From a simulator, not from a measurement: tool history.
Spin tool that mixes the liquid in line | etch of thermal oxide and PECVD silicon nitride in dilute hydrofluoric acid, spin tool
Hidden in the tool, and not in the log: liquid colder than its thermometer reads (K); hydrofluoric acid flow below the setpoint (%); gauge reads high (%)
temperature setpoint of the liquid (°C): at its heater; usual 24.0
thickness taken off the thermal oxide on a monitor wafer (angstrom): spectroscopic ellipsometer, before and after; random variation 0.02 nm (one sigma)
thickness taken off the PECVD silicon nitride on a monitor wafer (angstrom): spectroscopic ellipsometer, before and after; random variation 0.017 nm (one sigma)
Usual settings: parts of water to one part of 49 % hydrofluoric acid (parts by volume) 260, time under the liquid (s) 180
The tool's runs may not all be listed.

run   hour  temperature setpoint of the liquid (°C)  parts of water to one part of 49 % hydrofluoric acid (parts by volume)  time under the liquid (s)  wafers since the last listed run  hours since the thermometer was replaced  hours since the hydrofluoric acid flow meter was replaced  hours since the gauge calibration  read-back film thickness of the thermal oxide reference wafer, read on the same gauge (nm)  read-back film thickness of the PECVD silicon nitride reference wafer, read on the same gauge (nm)  thickness taken off the thermal oxide on a monitor wafer (angstrom)  thickness taken off the PECVD silicon nitride on a monitor wafer (angstrom)
  1    0.0                                     24.0                                                                     260                        180                                 0                                     858.1                                                     1529.5                              283.3                                                                                      79.996                                                                                              60.023                                                                23.05                                                                        10.42
  2   33.8                                     24.0                                                                     260                        180                               286                                     891.9                                                     1563.3                              317.1                                                                                      80.017                                                                                              59.957                                                                22.93                                                                        10.12
  3   49.6                                     24.0                                                                     260                        180                               134                                     907.7                                                     1579.1                              332.9                                                                                      80.013                                                                                              60.021                                                                22.55                                                                        10.41
  4   72.4                                     24.0                                                                     260                        180                               193                                     930.5                                                     1601.9                              355.7                                                                                      79.990                                                                                              59.998                                                                22.81                                                                        10.28
  5  105.0                                     24.0                                                                     260                        180                               276                                     963.1                                                     1634.5                              388.3                                                                                      79.984                                                                                              59.976                                                                22.82                                                                        10.21
  6  149.4                                     24.0                                                                     260                        180                               376                                    1007.5                                                     1678.9                              432.7                                                                                      80.029                                                                                              60.032                                                                22.47                                                                         9.96
  7  177.2                                     24.0                                                                     225                        180                               235                                    1035.3                                                     1706.7                              460.5                                                                                      79.976                                                                                              59.977                                                                26.72                                                                        11.75
  8  211.3                                     24.0                                                                     225                        180                               289                                    1069.4                                                     1740.8                              494.6                                                                                      79.997                                                                                              59.953                                                                26.72                                                                        11.29
     222.6  -- hydrofluoric acid flow meter replaced
  9  233.8                                     26.5                                                                     325                        180                               182                                    1091.9                                                       11.2                              517.1                                                                                      80.021                                                                                              59.960                                                                20.33                                                                        10.56
     296.3  -- gauge calibrated
     316.1  -- thermometer replaced
 10  326.5                                     21.5                                                                     340                        280                               778                                      10.4                                                      103.9                               30.2                                                                                      80.002                                                                                              59.982                                                                26.78                                                                        12.92
 11  355.0                                     19.5                                                                     260                        180                               241                                      38.9                                                      132.4                               58.7                                                                                      80.014                                                                                              59.996                                                                22.54                                                                         9.40
 12  390.2                                     28.0                                                                     260                         75                               298                                      74.1                                                      167.6                               93.9                                                                                      80.009                                                                                              60.003                                                                12.79                                                                         6.57
 13  420.5                                     26.5                                                                     325                        180                               257                                     104.4                                                      197.9                              124.2                                                                                      79.982                                                                                              59.989                                                                21.62                                                                        11.45
 14  445.3                                     24.0                                                                     295                        180                               210                                     129.2                                                      222.7                              149.0                                                                                      80.014                                                                                              60.039                                                                22.51                                                                        10.85
 15  467.1                                     29.0                                                                     370                        260                               185                                     151.0                                                      244.5                              170.8                                                                                      79.989                                                                                              59.977                                                                28.26                                                                        16.89
 16  493.9                                     26.0                                                                     260                        180                               227                                     177.8                                                      271.3                              197.6                                                                                      79.968                                                                                              60.031                                                                27.79                                                                        13.58

The same runs without the tool's hidden state, with the same run-to-run variation:
run  thickness taken off the thermal oxide on a monitor wafer (angstrom)  thickness taken off the PECVD silicon nitride on a monitor wafer (angstrom)
  1                                                                27.62                                                                        12.83
  2                                                                27.60                                                                        12.54
  3                                                                27.21                                                                        12.93
  4                                                                27.61                                                                        12.83
  5                                                                27.75                                                                        12.82
  6                                                                27.51                                                                        12.61
  7                                                                32.79                                                                        14.96
  8                                                                32.96                                                                        14.47
  9                                                                22.29                                                                        12.32
 10                                                                27.52                                                                        13.35
 11                                                                23.25                                                                         9.77
 12                                                                13.25                                                                         6.86
 13                                                                22.50                                                                        12.01
 14                                                                23.51                                                                        11.44
 15                                                                29.59                                                                        17.85
 16                                                                29.21                                                                        14.45
